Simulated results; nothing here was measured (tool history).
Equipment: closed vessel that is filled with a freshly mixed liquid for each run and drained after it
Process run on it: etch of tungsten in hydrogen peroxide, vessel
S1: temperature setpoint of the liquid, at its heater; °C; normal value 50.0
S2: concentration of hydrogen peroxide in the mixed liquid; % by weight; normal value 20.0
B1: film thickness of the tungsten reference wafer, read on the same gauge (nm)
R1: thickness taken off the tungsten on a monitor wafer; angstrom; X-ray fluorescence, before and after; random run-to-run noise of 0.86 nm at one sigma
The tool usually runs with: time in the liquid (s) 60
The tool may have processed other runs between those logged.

run 1 hour=0.0 | S1=50.0 S2=20.0 time_in_the_liquid_(s)=60 | B1=140.01 | R1=1675.8
run 2 hour=31.8 | S1=50.0 S2=20.0 time_in_the_liquid_(s)=60 | B1=140.01 | R1=1665.7
run 3 hour=66.8 | S1=50.0 S2=20.0 time_in_the_liquid_(s)=60 | B1=139.99 | R1=1677.4
run 4 hour=81.4 | S1=50.0 S2=20.0 time_in_the_liquid_(s)=60 | B1=139.98 | R1=1658.9
run 5 hour=119.7 | S1=54.0 S2=20.0 time_in_the_liquid_(s)=60 | B1=140.02 | R1=2129.1
run 6 hour=145.9 | S1=50.0 S2=20.0 time_in_the_liquid_(s)=60 | B1=140.00 | R1=1655.2
run 7 hour=178.3 | S1=50.0 S2=20.0 time_in_the_liquid_(s)=60 | B1=139.97 | R1=1681.3
run 8 hour=191.4 | S1=50.0 S2=20.0 time_in_the_liquid_(s)=60 | B1=139.98 | R1=1686.6
-- hour=240.4 peroxide flow meter replaced
run 9 hour=263.3 | S1=50.0 S2=20.0 time_in_the_liquid_(s)=60 | B1=139.99 | R1=1672.2
run 10 hour=282.9 | S1=50.0 S2=20.0 time_in_the_liquid_(s)=60 | B1=140.02 | R1=1684.9
run 11 hour=317.8 | S1=50.0 S2=20.0 time_in_the_liquid_(s)=60 | B1=139.98 | R1=1678.7
run 12 hour=334.7 | S1=50.0 S2=20.0 time_in_the_liquid_(s)=60 | B1=140.01 | R1=1683.5
-- hour=347.3 new drum of peroxide connected
run 13 hour=352.7 | S1=50.0 S2=20.0 time_in_the_liquid_(s)=60 | B1=140.01 | R1=1678.7
-- hour=365.0 thermometer replaced
-- hour=368.1 gauge calibrated
run 14 hour=369.5 | S1=50.0 S2=20.0 time_in_the_liquid_(s)=60 | B1=139.99 | R1=1660.3
run 15 hour=392.6 | S1=50.0 S2=20.0 time_in_the_liquid_(s)=85 | B1=139.97 | R1=2377.3
run 16 hour=410.4 | S1=50.0 S2=18.0 time_in_the_liquid_(s)=85 | B1=140.01 | R1=2259.5
run 17 hour=425.8 | S1=50.0 S2=20.0 time_in_the_liquid_(s)=60 | B1=139.98 | R1=1677.0
run 18 hour=458.5 | S1=53.5 S2=20.0 time_in_the_liquid_(s)=50 | B1=140.01 | R1=1703.9
run 19 hour=486.2 | S1=50.0 S2=18.5 time_in_the_liquid_(s)=60 | B1=140.00 | R1=1597.7
run 20 hour=521.1 | S1=42.5 S2=20.0 time_in_the_liquid_(s)=60 | B1=140.02 | R1=1046.4
run 21 hour=546.0 | S1=59.5 S2=18.0 time_in_the_liquid_(s)=30 | B1=139.99 | R1=1395.8
run 22 hour=569.1 | S1=50.0 S2=22.0 time_in_the_liquid_(s)=30 | B1=139.98 | R1=876.0
run 23 hour=599.1 | S1=50.0 S2=20.0 time_in_the_liquid_(s)=60 | B1=140.01 | R1=1668.4
run 24 hour=628.8 | S1=57.5 S2=25.0 time_in_the_liquid_(s)=75 | B1=140.00 | R1=3659.1
run 25 hour=655.3 | S1=58.0 S2=20.0 time_in_the_liquid_(s)=75 | B1=140.01 | R1=3371.8
run 26 hour=669.4 | S1=50.0 S2=24.5 time_in_the_liquid_(s)=60 | B1=139.99 | R1=1840.6

5 ways to go on from here, each from the tool as it stands after run 26. What would each give?
run A hour=670.1 | S1=50.0 S2=20.0 time_in_the_liquid_(s)=60 | B1=? | R1=?
run B hour=670.1 | S1=43.0 S2=23.5 time_in_the_liquid_(s)=45 | B1=? | R1=?
run C hour=670.1 | S1=40.0 S2=26.0 time_in_the_liquid_(s)=60 | B1=? | R1=?
run D hour=670.1 | S1=54.0 S2=18.5 time_in_the_liquid_(s)=45 | B1=? | R1=?
run E hour=670.1 | S1=56.0 S2=24.5 time_in_the_liquid_(s)=60 | B1=? | R1=?

run=A B1=139.99 R1=1669.3
run=B B1=139.99 R1=876.4
run=C B1=139.99 R1=1012.9
run=D B1=139.99 R1=1533.0
run=E B1=139.99 R1=2648.2
Had the tool no hidden state, the same runs would have come out as:
run=A R1=1669.3
run=B R1=876.4
run=C R1=1012.9
run=D R1=1533.0
run=E R1=2648.2

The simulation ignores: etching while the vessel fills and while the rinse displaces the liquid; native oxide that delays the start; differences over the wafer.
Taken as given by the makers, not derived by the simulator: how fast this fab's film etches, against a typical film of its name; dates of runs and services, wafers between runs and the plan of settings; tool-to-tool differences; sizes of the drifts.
